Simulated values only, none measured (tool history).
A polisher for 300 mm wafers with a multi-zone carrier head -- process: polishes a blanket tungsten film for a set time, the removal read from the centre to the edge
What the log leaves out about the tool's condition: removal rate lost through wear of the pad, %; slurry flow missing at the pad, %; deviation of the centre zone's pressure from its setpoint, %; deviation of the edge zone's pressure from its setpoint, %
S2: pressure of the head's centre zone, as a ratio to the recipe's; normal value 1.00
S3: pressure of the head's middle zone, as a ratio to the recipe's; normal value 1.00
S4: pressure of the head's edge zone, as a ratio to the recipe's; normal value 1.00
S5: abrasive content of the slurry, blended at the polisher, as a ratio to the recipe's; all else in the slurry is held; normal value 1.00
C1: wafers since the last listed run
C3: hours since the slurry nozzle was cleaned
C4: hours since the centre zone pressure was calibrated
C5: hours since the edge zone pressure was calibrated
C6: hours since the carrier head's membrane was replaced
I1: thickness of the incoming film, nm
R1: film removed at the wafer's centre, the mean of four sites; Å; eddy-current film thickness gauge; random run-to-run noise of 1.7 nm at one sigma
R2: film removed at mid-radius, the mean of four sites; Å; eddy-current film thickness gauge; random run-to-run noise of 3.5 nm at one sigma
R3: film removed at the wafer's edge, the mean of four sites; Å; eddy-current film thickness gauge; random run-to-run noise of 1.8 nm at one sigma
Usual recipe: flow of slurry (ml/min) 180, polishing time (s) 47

{"run": 1, "hour": 0.0, "flow of slurry (ml/min)": 180, "S2": 0.91, "S3": 0.9, "S4": 1.0, "S5": 1.0, "polishing time (s)": 62, "C1": 0, "wafers polished on this pad": 2051, "C3": 17.3, "C4": 624.9, "C5": 493.2, "C6": 2086.0, "I1": 871.1, "R1": 2979, "R2": 3066, "R3": 3246}
{"run": 2, "hour": 25.9, "flow of slurry (ml/min)": 180, "S2": 1.0, "S3": 1.0, "S4": 0.89, "S5": 1.0, "polishing time (s)": 47, "C1": 257, "wafers polished on this pad": 2309, "C3": 43.2, "C4": 650.8, "C5": 519.1, "C6": 2111.9, "I1": 862.1, "R1": 2482, "R2": 2481, "R3": 2337}
{"hour": 50.4, "done": "carrier head's membrane replaced by a new one"}
{"run": 3, "hour": 87.1, "flow of slurry (ml/min)": 200, "S2": 1.0, "S3": 1.0, "S4": 0.92, "S5": 1.3, "polishing time (s)": 47, "C1": 559, "wafers polished on this pad": 2868, "C3": 104.4, "C4": 712.0, "C5": 580.3, "C6": 36.7, "I1": 858.0, "R1": 2616, "R2": 2566, "R3": 2506}
{"run": 4, "hour": 112.4, "flow of slurry (ml/min)": 180, "S2": 1.0, "S3": 1.0, "S4": 1.0, "S5": 1.0, "polishing time (s)": 53, "C1": 251, "wafers polished on this pad": 3120, "C3": 129.7, "C4": 737.3, "C5": 605.6, "C6": 62.0, "I1": 873.1, "R1": 2751, "R2": 2712, "R3": 2730}
{"hour": 120.6, "done": "centre zone pressure recalibrated"}
{"hour": 254.5, "done": "edge zone pressure recalibrated"}
{"run": 5, "hour": 322.6, "flow of slurry (ml/min)": 180, "S2": 1.0, "S3": 1.0, "S4": 1.0, "S5": 1.0, "polishing time (s)": 47, "C1": 2053, "wafers polished on this pad": 5174, "C3": 339.9, "C4": 202.0, "C5": 68.1, "C6": 272.2, "I1": 869.5, "R1": 2349, "R2": 2307, "R3": 2355}
{"hour": 348.1, "done": "worn pad replaced by a new one"}
{"run": 6, "hour": 368.9, "flow of slurry (ml/min)": 180, "S2": 1.0, "S3": 1.03, "S4": 0.89, "S5": 0.75, "polishing time (s)": 47, "C1": 421, "wafers polished on this pad": 206, "C3": 386.2, "C4": 248.3, "C5": 114.4, "C6": 318.5, "I1": 872.2, "R1": 2358, "R2": 2453, "R3": 2265}
{"run": 7, "hour": 396.7, "flow of slurry (ml/min)": 180, "S2": 0.94, "S3": 1.09, "S4": 1.0, "S5": 1.0, "polishing time (s)": 47, "C1": 276, "wafers polished on this pad": 483, "C3": 414.0, "C4": 276.1, "C5": 142.2, "C6": 346.3, "I1": 863.5, "R1": 2353, "R2": 2705, "R3": 2496}
{"run": 8, "hour": 451.3, "flow of slurry (ml/min)": 130, "S2": 1.03, "S3": 1.0, "S4": 1.0, "S5": 1.0, "polishing time (s)": 47, "C1": 543, "wafers polished on this pad": 1027, "C3": 468.6, "C4": 330.7, "C5": 196.8, "C6": 400.9, "I1": 873.0, "R1": 2333, "R2": 2365, "R3": 2344}
{"hour": 501.4, "done": "slurry nozzle cleaned"}
{"run": 9, "hour": 505.3, "flow of slurry (ml/min)": 180, "S2": 1.0, "S3": 1.0, "S4": 1.0, "S5": 1.0, "polishing time (s)": 47, "C1": 527, "wafers polished on this pad": 1555, "C3": 3.9, "C4": 384.7, "C5": 250.8, "C6": 454.9, "I1": 864.0, "R1": 2507, "R2": 2482, "R3": 2488}
{"run": 10, "hour": 576.0, "flow of slurry (ml/min)": 180, "S2": 0.97, "S3": 1.0, "S4": 1.0, "S5": 0.8, "polishing time (s)": 47, "C1": 704, "wafers polished on this pad": 2259, "C3": 74.6, "C4": 455.4, "C5": 321.5, "C6": 525.6, "I1": 866.3, "R1": 2287, "R2": 2357, "R3": 2330}
{"run": 11, "hour": 633.1, "flow of slurry (ml/min)": 235, "S2": 1.0, "S3": 1.0, "S4": 0.96, "S5": 1.0, "polishing time (s)": 33, "C1": 568, "wafers polished on this pad": 2828, "C3": 131.7, "C4": 512.5, "C5": 378.6, "C6": 582.7, "I1": 872.9, "R1": 1762, "R2": 1775, "R3": 1714}
{"run": 12, "hour": 659.7, "flow of slurry (ml/min)": 180, "S2": 1.0, "S3": 0.94, "S4": 1.0, "S5": 1.0, "polishing time (s)": 47, "C1": 264, "wafers polished on this pad": 3093, "C3": 158.3, "C4": 539.1, "C5": 405.2, "C6": 609.3, "I1": 874.6, "R1": 2397, "R2": 2266, "R3": 2423}
{"run": 13, "hour": 706.1, "flow of slurry (ml/min)": 180, "S2": 0.89, "S3": 1.0, "S4": 0.94, "S5": 1.0, "polishing time (s)": 38, "C1": 462, "wafers polished on this pad": 3555, "C3": 204.7, "C4": 585.5, "C5": 451.6, "C6": 655.7, "I1": 852.6, "R1": 1716, "R2": 1917, "R3": 1880}
{"run": 14, "hour": 794.7, "flow of slurry (ml/min)": 180, "S2": 1.0, "S3": 1.0, "S4": 1.0, "S5": 0.75, "polishing time (s)": 42, "C1": 882, "wafers polished on this pad": 4437, "C3": 293.3, "C4": 674.1, "C5": 540.2, "C6": 744.3, "I1": 880.4, "R1": 1990, "R2": 1991, "R3": 1978}
{"hour": 819.9, "done": "worn pad replaced by a new one"}
{"run": 15, "hour": 855.2, "flow of slurry (ml/min)": 180, "S2": 1.0, "S3": 1.06, "S4": 0.92, "S5": 1.25, "polishing time (s)": 47, "C1": 562, "wafers polished on this pad": 351, "C3": 353.8, "C4": 734.6, "C5": 600.7, "C6": 804.8, "I1": 875.1, "R1": 2658, "R2": 2733, "R3": 2497}
{"hour": 892.7, "done": "centre zone pressure recalibrated"}
{"hour": 900.5, "done": "edge zone pressure recalibrated"}
{"run": 16, "hour": 924.4, "flow of slurry (ml/min)": 160, "S2": 1.0, "S3": 1.0, "S4": 0.96, "S5": 1.0, "polishing time (s)": 63, "C1": 649, "wafers polished on this pad": 1001, "C3": 423.0, "C4": 31.7, "C5": 23.9, "C6": 874.0, "I1": 862.3, "R1": 3223, "R2": 3228, "R3": 3192}
{"run": 17, "hour": 975.9, "flow of slurry (ml/min)": 180, "S2": 1.0, "S3": 1.0, "S4": 1.0, "S5": 1.0, "polishing time (s)": 47, "C1": 512, "wafers polished on this pad": 1513, "C3": 474.5, "C4": 83.2, "C5": 75.4, "C6": 925.5, "I1": 861.6, "R1": 2410, "R2": 2421, "R3": 2433}
{"run": 18, "hour": 1022.1, "flow of slurry (ml/min)": 210, "S2": 1.0, "S3": 1.12, "S4": 1.0, "S5": 0.8, "polishing time (s)": 47, "C1": 460, "wafers polished on this pad": 1974, "C3": 520.7, "C4": 129.4, "C5": 121.6, "C6": 971.7, "I1": 858.8, "R1": 2353, "R2": 2515, "R3": 2323}
{"run": 19, "hour": 1076.2, "flow of slurry (ml/min)": 200, "S2": 0.91, "S3": 1.0, "S4": 1.0, "S5": 0.85, "polishing time (s)": 54, "C1": 538, "wafers polished on this pad": 2512, "C3": 574.8, "C4": 183.5, "C5": 175.7, "C6": 1025.8, "I1": 875.0, "R1": 2437, "R2": 2736, "R3": 2668}
{"hour": 1102.2, "done": "slurry nozzle cleaned"}
{"run": 20, "hour": 1121.8, "flow of slurry (ml/min)": 180, "S2": 0.88, "S3": 1.0, "S4": 1.0, "S5": 1.0, "polishing time (s)": 47, "C1": 444, "wafers polished on this pad": 2957, "C3": 19.6, "C4": 229.1, "C5": 221.3, "C6": 1071.4, "I1": 867.9, "R1": 2152, "R2": 2487, "R3": 2443}
{"run": 21, "hour": 1154.1, "flow of slurry (ml/min)": 180, "S2": 1.0, "S3": 1.0, "S4": 1.0, "S5": 1.0, "polishing time (s)": 47, "C1": 321, "wafers polished on this pad": 3278, "C3": 51.9, "C4": 261.4, "C5": 253.6, "C6": 1103.7, "I1": 881.2, "R1": 2403, "R2": 2446, "R3": 2427}
{"run": 22, "hour": 1197.2, "flow of slurry (ml/min)": 180, "S2": 1.0, "S3": 1.0, "S4": 0.95, "S5": 1.0, "polishing time (s)": 47, "C1": 429, "wafers polished on this pad": 3708, "C3": 95.0, "C4": 304.5, "C5": 296.7, "C6": 1146.8, "I1": 877.7, "R1": 2431, "R2": 2358, "R3": 2310}

Same runs, no hidden state in the tool, same run-to-run variation:
run=1 R1=3188 R2=3279 R3=3466
run=2 R1=2678 R2=2674 R3=2513
run=3 R1=2864 R2=2802 R3=2726
run=4 R1=3032 R2=2982 R3=2985
run=5 R1=2656 R2=2597 R3=2627
run=6 R1=2481 R2=2569 R3=2349
run=7 R1=2505 R2=2866 R3=2619
run=8 R1=2564 R2=2581 R3=2522
run=9 R1=2653 R2=2625 R3=2630
run=10 R1=2478 R2=2550 R3=2512
run=11 R1=1928 R2=1937 R3=1863
run=12 R1=2649 R2=2496 R3=2653
run=13 R1=1911 R2=2127 R3=2071
run=14 R1=2239 R2=2231 R3=2198
run=15 R1=2829 R2=2896 R3=2622
run=16 R1=3534 R2=3521 R3=3443
run=17 R1=2667 R2=2667 R3=2653
run=18 R1=2614 R2=2783 R3=2548
run=19 R1=2734 R2=3056 R3=2953
run=20 R1=2345 R2=2708 R3=2657
run=21 R1=2639 R2=2684 R3=2656
run=22 R1=2694 R2=2609 R3=2545

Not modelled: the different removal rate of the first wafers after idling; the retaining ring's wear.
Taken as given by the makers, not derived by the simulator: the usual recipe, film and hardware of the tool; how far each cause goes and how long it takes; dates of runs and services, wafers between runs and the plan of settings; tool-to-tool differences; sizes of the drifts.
